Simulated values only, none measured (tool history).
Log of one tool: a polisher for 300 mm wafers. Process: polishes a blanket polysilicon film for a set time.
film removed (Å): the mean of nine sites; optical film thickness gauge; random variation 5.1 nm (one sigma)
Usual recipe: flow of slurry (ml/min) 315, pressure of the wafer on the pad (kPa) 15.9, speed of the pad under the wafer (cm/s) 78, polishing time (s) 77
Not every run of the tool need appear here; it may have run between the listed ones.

run   hour  flow of slurry (ml/min)  pressure of the wafer on the pad (kPa)  speed of the pad under the wafer (cm/s)  polishing time (s)  incoming thickness of the incoming film, nm  film removed (Å)
  1    0.0                      315                                    17.2                                       78                  77                                       1845.8              4656
       5.8  -- worn pad replaced by a new one
  2   13.7                      315                                    17.2                                       78                  77                                       1848.6              5123
  3   27.4                      315                                    15.9                                       78                  77                                       1877.9              4742
  4   34.1                      315                                    15.9                                       78                  77                                       1850.1              4639
  5   42.2                      315                                    15.9                                       78                  77                                       1882.6              4607
  6   50.5                      315                                    15.9                                       98                  77                                       1857.0              5848
      52.9  -- head pressure recalibrated
  7   68.0                      315                                    15.9                                       98                  77                                       1861.3              5772
  8   83.5                      315                                    15.9                                       98                  77                                       1857.5              5865
      84.9  -- slurry nozzle cleaned
  9   93.7                      420                                    21.4                                       62                  91                                       1830.4              5445
 10  107.5                      355                                    15.9                                       78                  77                                       1828.9              4464
     119.5  -- worn pad replaced by a new one
 11  120.0                      315                                    15.9                                       78                  50                                       1872.4              3099
 12  122.9                      260                                    15.9                                       78                  77                                       1853.6              4738
 13  129.8                      315                                    15.9                                       78                  77                                       1880.8              4851
 14  137.4                      395                                    11.0                                       54                  51                                       1849.6              1724
 15  146.3                      235                                    15.9                                       78                  63                                       1871.1              3818
 16  163.1                      230                                    12.4                                       98                  50                                       1870.9              3140

What if the next run were any one of these 4? Each begins from the tool's condition after run 16:
  A  163.6                      315                                    15.9                                       78                  77                                       1864.9                 ?
  B  163.6                      375                                    17.2                                       60                  66                                       1864.9                 ?
  C  163.6                      240                                    14.5                                       54                  51                                       1864.9                 ?
  D  163.6                      350                                    21.4                                       96                  52                                       1864.9                 ?

run  film removed (Å)
  A              4776
  B              3415
  C              1980
  D              5102
Without the tool's hidden state the same runs would have given:
run  film removed (Å)
  A              4868
  B              3480
  C              2018
  D              5199

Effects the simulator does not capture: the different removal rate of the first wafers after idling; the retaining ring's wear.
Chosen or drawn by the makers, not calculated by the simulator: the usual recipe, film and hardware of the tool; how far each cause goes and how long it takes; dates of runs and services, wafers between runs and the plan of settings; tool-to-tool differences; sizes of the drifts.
